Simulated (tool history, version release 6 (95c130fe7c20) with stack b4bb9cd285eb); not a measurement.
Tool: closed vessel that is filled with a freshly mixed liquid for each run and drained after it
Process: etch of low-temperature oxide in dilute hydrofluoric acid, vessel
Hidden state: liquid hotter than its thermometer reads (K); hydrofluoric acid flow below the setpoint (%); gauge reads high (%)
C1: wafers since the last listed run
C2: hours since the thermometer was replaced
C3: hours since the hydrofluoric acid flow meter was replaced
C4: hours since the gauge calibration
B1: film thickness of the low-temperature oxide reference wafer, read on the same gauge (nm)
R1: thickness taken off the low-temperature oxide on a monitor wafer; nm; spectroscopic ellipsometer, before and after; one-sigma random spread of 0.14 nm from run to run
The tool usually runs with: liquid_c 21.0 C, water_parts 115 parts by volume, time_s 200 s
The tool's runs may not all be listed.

run 1 hour=0.0 | liquid_c=21.0 water_parts=115 time_s=200 | C1=0 C2=8.1 C3=669.1 C4=578.5 | B1=90.01 | R1=26.82
run 2 hour=64.0 | liquid_c=21.0 water_parts=115 time_s=200 | C1=3741 C2=72.1 C3=733.1 C4=642.5 | B1=90.00 | R1=27.17
run 3 hour=112.1 | liquid_c=23.0 water_parts=115 time_s=200 | C1=2812 C2=120.2 C3=781.2 C4=690.6 | B1=90.00 | R1=29.34
run 4 hour=158.9 | liquid_c=23.0 water_parts=115 time_s=200 | C1=2736 C2=167.0 C3=828.0 C4=737.4 | B1=90.01 | R1=29.41
run 5 hour=220.4 | liquid_c=23.0 water_parts=115 time_s=200 | C1=3595 C2=228.5 C3=889.5 C4=798.9 | B1=89.99 | R1=29.57
run 6 hour=280.9 | liquid_c=21.0 water_parts=115 time_s=200 | C1=3537 C2=289.0 C3=950.0 C4=859.4 | B1=89.98 | R1=27.11
run 7 hour=318.8 | liquid_c=21.0 water_parts=100 time_s=200 | C1=2215 C2=326.9 C3=987.9 C4=897.3 | B1=90.03 | R1=31.90
run 8 hour=373.8 | liquid_c=21.0 water_parts=100 time_s=200 | C1=3215 C2=381.9 C3=1042.9 C4=952.3 | B1=90.03 | R1=31.83
run 9 hour=404.9 | liquid_c=21.0 water_parts=115 time_s=200 | C1=1818 C2=413.0 C3=1074.0 C4=983.4 | B1=89.99 | R1=27.50
run 10 hour=472.5 | liquid_c=21.0 water_parts=115 time_s=200 | C1=3952 C2=480.6 C3=1141.6 C4=1051.0 | B1=90.00 | R1=27.48
run 11 hour=504.2 | liquid_c=21.0 water_parts=115 time_s=200 | C1=1853 C2=512.3 C3=1173.3 C4=1082.7 | B1=90.00 | R1=27.69
run 12 hour=540.0 | liquid_c=18.5 water_parts=115 time_s=280 | C1=2093 C2=548.1 C3=1209.1 C4=1118.5 | B1=89.98 | R1=34.88
run 13 hour=597.0 | liquid_c=18.0 water_parts=115 time_s=200 | C1=3332 C2=605.1 C3=1266.1 C4=1175.5 | B1=89.99 | R1=24.54
run 14 hour=623.4 | liquid_c=21.0 water_parts=115 time_s=200 | C1=1543 C2=631.5 C3=1292.5 C4=1201.9 | B1=90.00 | R1=27.26
run 15 hour=682.3 | liquid_c=17.5 water_parts=115 time_s=200 | C1=3443 C2=690.4 C3=1351.4 C4=1260.8 | B1=90.01 | R1=24.00
run 16 hour=711.4 | liquid_c=19.5 water_parts=95 time_s=150 | C1=1701 C2=719.5 C3=1380.5 C4=1289.9 | B1=89.98 | R1=24.05
-- hour=726.5 hydrofluoric acid flow meter replaced
run 17 hour=779.8 | liquid_c=24.0 water_parts=80 time_s=95 | C1=3940 C2=787.9 C3=53.3 C4=1358.3 | B1=89.99 | R1=22.19
run 18 hour=837.1 | liquid_c=24.5 water_parts=135 time_s=200 | C1=3350 C2=845.2 C3=110.6 C4=1415.6 | B1=90.00 | R1=26.27
-- hour=844.0 gauge calibrated
run 19 hour=880.2 | liquid_c=21.0 water_parts=115 time_s=245 | C1=2519 C2=888.3 C3=153.7 C4=36.2 | B1=90.00 | R1=33.72
run 20 hour=918.7 | liquid_c=24.5 water_parts=115 time_s=240 | C1=2250 C2=926.8 C3=192.2 C4=74.7 | B1=89.99 | R1=38.65
run 21 hour=943.5 | liquid_c=18.5 water_parts=95 time_s=315 | C1=1449 C2=951.6 C3=217.0 C4=99.5 | B1=90.01 | R1=48.49
run 22 hour=1014.9 | liquid_c=21.0 water_parts=115 time_s=200 | C1=4174 C2=1023.0 C3=288.4 C4=170.9 | B1=89.99 | R1=27.77
-- hour=1021.8 thermometer replaced
run 23 hour=1055.3 | liquid_c=22.5 water_parts=115 time_s=95 | C1=2303 C2=33.5 C3=328.8 C4=211.3 | B1=90.03 | R1=13.72
run 24 hour=1197.7 | liquid_c=21.0 water_parts=115 time_s=105 | C1=8325 C2=175.9 C3=471.2 C4=353.7 | B1=90.02 | R1=14.14
run 25 hour=1267.9 | liquid_c=19.5 water_parts=155 time_s=245 | C1=4104 C2=246.1 C3=541.4 C4=423.9 | B1=90.00 | R1=22.27
run 26 hour=1337.3 | liquid_c=21.0 water_parts=145 time_s=200 | C1=4057 C2=315.5 C3=610.8 C4=493.3 | B1=90.00 | R1=20.74
run 27 hour=1402.5 | liquid_c=21.0 water_parts=115 time_s=200 | C1=3811 C2=380.7 C3=676.0 C4=558.5 | B1=89.98 | R1=27.46
run 28 hour=1442.0 | liquid_c=17.0 water_parts=115 time_s=85 | C1=2309 C2=420.2 C3=715.5 C4=598.0 | B1=89.98 | R1=9.87
run 29 hour=1493.3 | liquid_c=19.5 water_parts=160 time_s=200 | C1=2999 C2=471.5 C3=766.8 C4=649.3 | B1=90.01 | R1=17.63
run 30 hour=1557.4 | liquid_c=21.0 water_parts=165 time_s=200 | C1=3747 C2=535.6 C3=830.9 C4=713.4 | B1=90.02 | R1=17.92
run 31 hour=1596.8 | liquid_c=21.0 water_parts=115 time_s=200 | C1=2303 C2=575.0 C3=870.3 C4=752.8 | B1=90.01 | R1=27.32

Hidden state at the last listed run before each entry between runs and at the first one after, where it differs:
Logged between run 16 and run 17: hydrofluoric acid flow meter replaced (hour 726.5)
  liquid hotter than its thermometer reads (K): 0.533 -> 0.577
  the result without the hidden state subtracted from the measured one, R1: +0.52 -> +0.51 nm
Logged between run 18 and run 19: gauge calibrated (hour 844.0)
  liquid hotter than its thermometer reads (K): 0.613 -> 0.64
  the result without the hidden state subtracted from the measured one, R1: +0.61 -> +0.86 nm
Logged between run 22 and run 23: thermometer replaced (hour 1021.8)
  liquid hotter than its thermometer reads (K): 0.726 -> 0.048
  the result without the hidden state subtracted from the measured one, R1: +0.80 -> +0.03 nm

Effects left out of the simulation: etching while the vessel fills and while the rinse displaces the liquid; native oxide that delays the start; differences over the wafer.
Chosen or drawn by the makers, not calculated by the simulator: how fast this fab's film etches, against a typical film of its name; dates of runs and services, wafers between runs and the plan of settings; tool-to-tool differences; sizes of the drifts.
